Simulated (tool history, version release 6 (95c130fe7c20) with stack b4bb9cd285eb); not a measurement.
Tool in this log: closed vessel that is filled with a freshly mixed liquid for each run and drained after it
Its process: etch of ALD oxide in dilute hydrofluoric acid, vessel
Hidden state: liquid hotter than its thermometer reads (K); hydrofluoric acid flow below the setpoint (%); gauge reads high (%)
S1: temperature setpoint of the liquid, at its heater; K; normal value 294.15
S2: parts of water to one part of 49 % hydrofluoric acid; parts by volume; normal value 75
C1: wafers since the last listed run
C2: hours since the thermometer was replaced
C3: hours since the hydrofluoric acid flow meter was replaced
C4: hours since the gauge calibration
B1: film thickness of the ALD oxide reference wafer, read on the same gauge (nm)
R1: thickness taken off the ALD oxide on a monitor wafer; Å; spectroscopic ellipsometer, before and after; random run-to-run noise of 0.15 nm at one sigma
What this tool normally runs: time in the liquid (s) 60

run 1 hour=0 | S1=297.15 S2=90 time_in_the_liquid_(s)=60 | C1=0 C2=529.5 C3=1046.3 C4=29.6 | B1=60.02 | R1=208.7
run 2 hour=23.9 | S1=294.15 S2=75 time_in_the_liquid_(s)=60 | C1=3276 C2=553.4 C3=1070.2 C4=53.5 | B1=60 | R1=226.4
run 3 hour=42.9 | S1=294.15 S2=75 time_in_the_liquid_(s)=60 | C1=2604 C2=572.4 C3=1089.2 C4=72.5 | B1=60 | R1=232.2
run 4 hour=66.5 | S1=291.65 S2=75 time_in_the_liquid_(s)=60 | C1=3235 C2=596 C3=1112.8 C4=96.1 | B1=60.01 | R1=209.9
run 5 hour=88.5 | S1=294.15 S2=75 time_in_the_liquid_(s)=60 | C1=3015 C2=618 C3=1134.8 C4=118.1 | B1=60.01 | R1=230.5
run 6 hour=109 | S1=294.15 S2=75 time_in_the_liquid_(s)=60 | C1=2810 C2=638.5 C3=1155.3 C4=138.6 | B1=59.99 | R1=231.5
run 7 hour=142.4 | S1=294.15 S2=75 time_in_the_liquid_(s)=60 | C1=4578 C2=671.9 C3=1188.7 C4=172 | B1=59.98 | R1=231.5
run 8 hour=166.1 | S1=294.15 S2=75 time_in_the_liquid_(s)=60 | C1=3248 C2=695.6 C3=1212.4 C4=195.7 | B1=60 | R1=233.7
run 9 hour=181.9 | S1=294.15 S2=75 time_in_the_liquid_(s)=35 | C1=2165 C2=711.4 C3=1228.2 C4=211.5 | B1=60 | R1=134.5
-- hour=187.3 thermometer replaced
-- hour=192.6 hydrofluoric acid flow meter replaced
-- hour=198 gauge calibrated
run 10 hour=211 | S1=294.15 S2=75 time_in_the_liquid_(s)=80 | C1=3714 C2=23.7 C3=18.4 C4=13 | B1=60 | R1=277.9
run 11 hour=224.2 | S1=290.15 S2=55 time_in_the_liquid_(s)=90 | C1=1809 C2=36.9 C3=31.6 C4=26.2 | B1=60 | R1=376.9
run 12 hour=237 | S1=294.15 S2=75 time_in_the_liquid_(s)=60 | C1=1754 C2=49.7 C3=44.4 C4=39 | B1=60 | R1=214
run 13 hour=270 | S1=294.15 S2=75 time_in_the_liquid_(s)=40 | C1=4523 C2=82.7 C3=77.4 C4=72 | B1=60 | R1=141.6
run 14 hour=304.3 | S1=294.15 S2=75 time_in_the_liquid_(s)=75 | C1=4701 C2=117 C3=111.7 C4=106.3 | B1=60.01 | R1=268.7
run 15 hour=317.3 | S1=297.15 S2=35 time_in_the_liquid_(s)=60 | C1=1782 C2=130 C3=124.7 C4=119.3 | B1=60.01 | R1=551.3
run 16 hour=340.9 | S1=297.15 S2=90 time_in_the_liquid_(s)=60 | C1=3235 C2=153.6 C3=148.3 C4=142.9 | B1=60.01 | R1=199.8
run 17 hour=356.6 | S1=295.65 S2=105 time_in_the_liquid_(s)=45 | C1=2152 C2=169.3 C3=164 C4=158.6 | B1=59.99 | R1=117.4
run 18 hour=380.1 | S1=291.15 S2=110 time_in_the_liquid_(s)=35 | C1=3221 C2=192.8 C3=187.5 C4=182.1 | B1=59.98 | R1=72.3
run 19 hour=400.3 | S1=294.15 S2=95 time_in_the_liquid_(s)=50 | C1=2769 C2=213 C3=207.7 C4=202.3 | B1=60 | R1=138.9
-- hour=404.2 gauge calibrated
run 20 hour=431.4 | S1=296.65 S2=75 time_in_the_liquid_(s)=45 | C1=4263 C2=244.1 C3=238.8 C4=27.2 | B1=59.99 | R1=179.5

Predict each of these 4 candidate next runs independently; none follows another, all start after run 20:
run A hour=432.1 | S1=294.15 S2=75 time_in_the_liquid_(s)=60 | C1=95 C2=244.8 C3=239.5 C4=27.9 | B1=? | R1=?
run B hour=432.1 | S1=296.65 S2=75 time_in_the_liquid_(s)=60 | C1=95 C2=244.8 C3=239.5 C4=27.9 | B1=? | R1=?
run C hour=432.1 | S1=291.65 S2=90 time_in_the_liquid_(s)=95 | C1=95 C2=244.8 C3=239.5 C4=27.9 | B1=? | R1=?
run D hour=432.1 | S1=298.65 S2=90 time_in_the_liquid_(s)=45 | C1=95 C2=244.8 C3=239.5 C4=27.9 | B1=? | R1=?

run=A B1=60 R1=214.5
run=B B1=60 R1=237.5
run=C B1=60 R1=250.8
run=D B1=60 R1=157.6
Take away the tool's hidden state, keep each run's random variation, and the runs would have read:
run=A R1=207.7
run=B R1=230.1
run=C R1=242.8
run=D R1=152.8
